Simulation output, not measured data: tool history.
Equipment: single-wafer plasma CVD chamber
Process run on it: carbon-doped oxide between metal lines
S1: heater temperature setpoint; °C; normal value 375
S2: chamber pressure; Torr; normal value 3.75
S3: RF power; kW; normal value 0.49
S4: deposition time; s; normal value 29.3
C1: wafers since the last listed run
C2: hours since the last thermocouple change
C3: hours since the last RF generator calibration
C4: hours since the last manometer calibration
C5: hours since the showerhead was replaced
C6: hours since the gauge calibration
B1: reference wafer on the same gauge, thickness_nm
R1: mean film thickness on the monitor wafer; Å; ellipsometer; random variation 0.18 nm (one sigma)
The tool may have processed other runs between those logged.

run	hour	S1	S2	S3	S4	C1	C2	C3	C4	C5	C6	B1	R1
1	0	375	3.75	0.49	29.3	0	2452.2	1497.9	1325.6	2666.4	537.7	132.971	1201.13
2	48.4	375	3.75	0.49	29.3	1105	2500.6	1546.3	1374	2714.8	586.1	133.029	1202.45
# hour 99.5: gauge calibrated
3	128.8	375	3.75	0.49	29.3	1835	2581	1626.7	1454.4	2795.2	29.3	132.998	1198.85
4	171.9	375	3.75	0.49	29.3	984	2624.1	1669.8	1497.5	2838.3	72.4	132.988	1198.89
5	259.3	375	3.75	0.49	29.3	1995	2711.5	1757.2	1584.9	2925.7	159.8	133.005	1199.63
6	352.7	375	3.75	0.49	29.3	2132	2804.9	1850.6	1678.3	3019.1	253.2	133.011	1200.19
7	416.7	375	3.75	0.445	29.3	1461	2868.9	1914.6	1742.3	3083.1	317.2	132.967	1133.68
8	457.8	375	3.75	0.49	29.3	938	2910	1955.7	1783.4	3124.2	358.3	133.017	1199.25
# hour 476.4: thermocouple changed; heater temperature recalibrated
9	539.8	366	2.83	0.455	33.1	1689	63.4	2037.7	1865.4	3206.2	440.3	132.994	1297.92
# hour 575.5: RF generator calibrated
10	622	375	3.75	0.49	29.3	1694	145.6	46.5	1947.6	3288.4	522.5	133.004	1220.11
# hour 636.2: gauge calibrated
# hour 688.1: showerhead replaced
# hour 696: capacitance manometer re-zeroed and calibrated
11	724	375	4.65	0.49	31.3	1966	247.6	148.5	28	35.9	87.8	132.979	1331.81
12	819.7	380	3.75	0.49	33.4	2184	343.3	244.2	123.7	131.6	183.5	133.036	1365.45
13	919.2	371	3.75	0.525	29.3	2271	442.8	343.7	223.2	231.1	283	133.015	1271.52
14	957.6	375	4.44	0.49	29.3	876	481.2	382.1	261.6	269.5	321.4	133.006	1235.78

Alternative continuations, all from the tool just after run 14; predict every row:
A	958	375	3.75	0.49	29.3	9	481.6	382.5	262	269.9	321.8	?	?
B	958	375	3.44	0.49	29.3	9	481.6	382.5	262	269.9	321.8	?	?
C	958	375	3.75	0.49	31.7	9	481.6	382.5	262	269.9	321.8	?	?
D	958	390	3.75	0.42	29.3	9	481.6	382.5	262	269.9	321.8	?	?
E	958	384	4.17	0.555	26.2	9	481.6	382.5	262	269.9	321.8	?	?

run	B1	R1
A	133.012	1210.65
B	133.012	1200.74
C	133.012	1308.31
D	133.012	1072.16
E	133.012	1148.16
With the hidden condition removed and each run's random variation left untouched, the same runs would have given:
run	R1
A	1223.27
B	1213.26
C	1321.95
D	1085.1
E	1159.9
